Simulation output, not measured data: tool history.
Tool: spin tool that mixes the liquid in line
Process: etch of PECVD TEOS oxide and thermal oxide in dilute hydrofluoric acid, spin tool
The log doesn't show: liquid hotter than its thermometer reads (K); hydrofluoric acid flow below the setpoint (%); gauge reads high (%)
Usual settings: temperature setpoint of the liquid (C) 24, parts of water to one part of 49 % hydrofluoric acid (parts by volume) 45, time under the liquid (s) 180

run,hour,temperature setpoint of the liquid (C),parts of water to one part of 49 % hydrofluoric acid (parts by volume),time under the liquid (s),wafers since the last listed run,hours since the thermometer was replaced,hours since the hydrofluoric acid flow meter was replaced,hours since the gauge calibration,"read-back film thickness of the PECVD TEOS oxide reference wafer, read on the same gauge (nm)","read-back film thickness of the thermal oxide reference wafer, read on the same gauge (nm)",thickness taken off the PECVD TEOS oxide on a monitor wafer (angstrom),thickness taken off the thermal oxide on a monitor wafer (angstrom)
1,0,24,60,180,0,2310.8,481.6,1377.6,123.51,154.38,322,147.1
2,64.6,24,60,180,584,2375.4,546.2,1442.2,123.79,154.77,323.2,146.2
3,130.3,24,40,180,594,2441.1,611.9,1507.9,124.12,155.15,500.3,226.7
# hour 155.8: gauge calibrated
# hour 171.3: hydrofluoric acid flow meter replaced
4,175.4,24,45,180,399,2486.2,4.1,19.6,119.57,149.44,424.7,191.4
5,220.3,24,45,180,406,2531.1,49,64.5,119.56,149.46,426,193.3
6,291.5,23,45,180,644,2602.3,120.2,135.7,119.59,149.48,406.6,184.6
7,355.8,29,45,180,582,2666.6,184.5,200,119.65,149.53,517.5,234.8
8,408.2,24,45,245,474,2719,236.9,252.4,119.67,149.59,575.1,262.9
# hour 410.3: thermometer replaced
9,449,24,45,110,360,38.7,277.7,293.2,119.72,149.63,258.5,118.8
10,515.5,24,45,180,601,105.2,344.2,359.7,119.77,149.71,425.1,193.6
11,573,24,45,230,520,162.7,401.7,417.2,119.87,149.82,543,248.7
12,619,27,65,125,416,208.7,447.7,463.2,119.92,149.9,224.2,101.6
13,643.2,24,45,180,219,232.9,471.9,487.4,119.95,149.93,427.8,191.7
14,694.5,24,45,180,464,284.2,523.2,538.7,120.04,150.07,424.4,191.4
15,748.7,28,40,110,490,338.4,577.4,592.9,120.16,150.18,347.1,157.6
# hour 777.9: hydrofluoric acid flow meter replaced
16,791.2,24,45,180,375,380.9,13.3,635.4,120.21,150.28,425.9,192.4
17,855.8,24,55,260,584,445.5,77.9,700,120.41,150.46,499.9,225.5
18,926.8,24,45,180,642,516.5,148.9,771,120.56,150.7,427.3,195.2
19,979.6,26.5,45,180,477,569.3,201.7,823.8,120.69,150.88,474.8,213.8
20,1007.5,21,30,240,252,597.2,229.6,851.7,120.77,150.95,776,347.8

The next listed run, before its measurement:
21,1073.2,20,25,275,594,662.9,295.3,917.4,?,?,?,?

{"run 21": {"read-back film thickness of the PECVD TEOS oxide reference wafer, read on the same gauge (nm)": 120.96, "read-back film thickness of the thermal oxide reference wafer, read on the same gauge (nm)": 151.21, "thickness taken off the PECVD TEOS oxide on a monitor wafer (angstrom)": 1024.7, "thickness taken off the thermal oxide on a monitor wafer (angstrom)": 460.7}}
Without the tool's hidden state the same run would have given thickness taken off the PECVD TEOS oxide on a monitor wafer (angstrom) 1016.6, thickness taken off the thermal oxide on a monitor wafer (angstrom) 457.1.

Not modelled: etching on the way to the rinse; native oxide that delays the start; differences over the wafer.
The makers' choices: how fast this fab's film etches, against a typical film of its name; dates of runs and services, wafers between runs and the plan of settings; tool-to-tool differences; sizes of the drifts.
